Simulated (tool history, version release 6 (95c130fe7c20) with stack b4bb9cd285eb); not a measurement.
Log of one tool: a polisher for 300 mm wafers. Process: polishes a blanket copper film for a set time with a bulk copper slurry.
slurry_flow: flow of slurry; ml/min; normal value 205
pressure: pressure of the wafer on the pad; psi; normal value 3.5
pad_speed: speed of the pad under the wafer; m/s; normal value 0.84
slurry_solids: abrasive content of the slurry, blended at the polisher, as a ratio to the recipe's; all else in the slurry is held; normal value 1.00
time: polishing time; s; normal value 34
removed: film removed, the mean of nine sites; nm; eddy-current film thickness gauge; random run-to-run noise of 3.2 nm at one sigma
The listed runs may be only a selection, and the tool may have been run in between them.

| run | day | slurry_flow | pressure | pad_speed | slurry_solids | time | wafers since the last listed run | wafers polished on this pad | hours since the slurry nozzle was cleaned | hours since the head pressure was calibrated | hours since the slurry blender was calibrated | incoming thickness of the incoming film, nm | removed |
|---|---|---|---|---|---|---|---|---|---|---|---|---|---|
| 1 | 0.000 | 205 | 3.5 | 0.84 | 1.00 | 34 | 0 | 1898 | 136.5 | 106.0 | 26.7 | 4320.2 | 304.3 |
|  | 0.862 | worn pad replaced by a new one |
| 2 | 0.883 | 205 | 3.5 | 0.84 | 1.00 | 34 | 243 | 6 | 157.7 | 127.2 | 47.9 | 4261.0 | 311.0 |
| 3 | 1.825 | 205 | 2.7 | 0.84 | 1.00 | 34 | 319 | 326 | 180.3 | 149.8 | 70.5 | 4336.9 | 235.3 |
| 4 | 2.808 | 205 | 2.7 | 0.84 | 1.00 | 34 | 333 | 659 | 203.9 | 173.4 | 94.1 | 4332.6 | 241.5 |
| 5 | 4.104 | 205 | 3.5 | 0.92 | 1.00 | 34 | 439 | 1099 | 235.0 | 204.5 | 125.2 | 4299.0 | 321.7 |
| 6 | 4.967 | 205 | 3.5 | 0.92 | 1.00 | 34 | 292 | 1392 | 255.7 | 225.2 | 145.9 | 4322.2 | 316.0 |
|  | 5.933 | slurry blender recalibrated |
| 7 | 5.979 | 205 | 3.5 | 0.84 | 1.00 | 34 | 315 | 1707 | 280.0 | 249.5 | 1.1 | 4308.1 | 300.3 |
| 8 | 8.000 | 205 | 3.5 | 0.84 | 1.00 | 34 | 685 | 2393 | 328.5 | 298.0 | 49.6 | 4359.8 | 296.1 |
|  | 8.258 | worn pad replaced by a new one |
| 9 | 9.429 | 205 | 3.5 | 0.84 | 1.00 | 34 | 428 | 397 | 362.8 | 332.3 | 83.9 | 4334.2 | 307.3 |
| 10 | 10.875 | 205 | 4.0 | 0.66 | 1.00 | 34 | 490 | 888 | 397.5 | 367.0 | 118.6 | 4273.7 | 311.6 |
| 11 | 11.933 | 205 | 4.0 | 0.66 | 1.00 | 34 | 359 | 1247 | 422.9 | 392.4 | 144.0 | 4330.2 | 304.4 |
| 12 | 12.542 | 205 | 4.0 | 0.66 | 1.00 | 34 | 206 | 1453 | 437.5 | 407.0 | 158.6 | 4282.2 | 309.1 |
|  | 13.388 | slurry blender recalibrated |
| 13 | 13.496 | 205 | 4.3 | 0.84 | 1.00 | 34 | 295 | 1749 | 460.4 | 429.9 | 2.6 | 4385.8 | 373.1 |
| 14 | 14.362 | 205 | 4.3 | 0.84 | 1.00 | 34 | 294 | 2043 | 481.2 | 450.7 | 23.4 | 4238.3 | 364.2 |
|  | 14.750 | worn pad replaced by a new one |
| 15 | 18.825 | 205 | 3.5 | 0.84 | 1.00 | 34 | 1457 | 1382 | 588.3 | 557.8 | 130.5 | 4309.4 | 301.6 |
| 16 | 20.254 | 205 | 3.5 | 0.84 | 1.00 | 34 | 485 | 1867 | 622.6 | 592.1 | 164.8 | 4360.5 | 296.8 |
|  | 20.800 | slurry blender recalibrated |
| 17 | 20.921 | 185 | 3.5 | 0.84 | 1.00 | 34 | 197 | 2065 | 638.6 | 608.1 | 2.9 | 4346.4 | 292.8 |
|  | 21.562 | worn pad replaced by a new one |
| 18 | 22.100 | 205 | 3.1 | 0.84 | 1.00 | 34 | 343 | 183 | 666.9 | 636.4 | 31.2 | 4258.8 | 267.5 |
| 19 | 23.462 | 265 | 4.5 | 0.60 | 1.00 | 24 | 462 | 645 | 699.6 | 669.1 | 63.9 | 4295.5 | 236.9 |
| 20 | 24.867 | 205 | 4.5 | 0.58 | 1.10 | 46 | 476 | 1121 | 733.3 | 702.8 | 97.6 | 4349.1 | 437.0 |
| 21 | 26.362 | 205 | 3.5 | 0.98 | 1.00 | 34 | 507 | 1629 | 769.2 | 738.7 | 133.5 | 4346.2 | 325.2 |
|  | 27.121 | slurry blender recalibrated |
|  | 27.542 | slurry nozzle cleaned |
| 22 | 27.596 | 205 | 3.5 | 0.84 | 1.00 | 34 | 376 | 2005 | 1.3 | 768.3 | 11.4 | 4271.1 | 299.3 |
|  | 28.071 | head pressure recalibrated |
|  | 28.988 | worn pad replaced by a new one |
| 23 | 29.088 | 205 | 4.4 | 0.84 | 1.00 | 34 | 421 | 33 | 37.1 | 24.4 | 47.2 | 4340.6 | 393.9 |
| 24 | 30.492 | 205 | 3.5 | 0.84 | 1.00 | 34 | 476 | 509 | 70.8 | 58.1 | 80.9 | 4362.8 | 309.1 |
| 25 | 31.854 | 205 | 3.5 | 0.84 | 1.00 | 34 | 462 | 972 | 103.5 | 90.8 | 113.6 | 4370.3 | 314.3 |
| 26 | 32.796 | 205 | 4.0 | 0.84 | 1.25 | 23 | 319 | 1291 | 126.1 | 113.4 | 136.2 | 4366.6 | 249.5 |
| 27 | 33.575 | 205 | 3.5 | 0.74 | 1.00 | 34 | 264 | 1556 | 144.8 | 132.1 | 154.9 | 4289.8 | 281.7 |
| 28 | 34.808 | 205 | 4.3 | 0.68 | 1.20 | 40 | 418 | 1974 | 174.4 | 161.7 | 184.5 | 4298.0 | 404.0 |
|  | 35.042 | slurry blender recalibrated |
| 29 | 35.967 | 205 | 3.5 | 0.84 | 1.00 | 34 | 364 | 2339 | 202.2 | 189.5 | 22.2 | 4320.0 | 295.4 |

What the log doesn't show, run by run:
slurry flow missing at the pad, %: 0 in every run
deviation of the head's pressure from its setpoint, %: 0 in every run
abrasive missing from the slurry, %: 0 in every run
H1: removal rate lost through wear of the pad, %
| run | H1 |
|---|---|
| 1 | 3.49 |
| 2 | 0.058 |
| 3 | 0.153 |
| 4 | 0.448 |
| 5 | 1.14 |
| 6 | 1.8 |
| 7 | 2.76 |
| 8 | 5.32 |
| 9 | 0.219 |
| 10 | 0.784 |
| 11 | 1.47 |
| 12 | 1.97 |
| 13 | 2.91 |
| 14 | 3.92 |
| 15 | 1.72 |
| 16 | 3.13 |
| 17 | 3.94 |
| 18 | 0.323 |
| 19 | 0.667 |
| 20 | 1.42 |
| 21 | 2.67 |
| 22 | 4.05 |
| 23 | 0.14 |
| 24 | 0.372 |
| 25 | 0.986 |
| 26 | 1.64 |
| 27 | 2.31 |
| 28 | 3.64 |
| 29 | 5.17 |
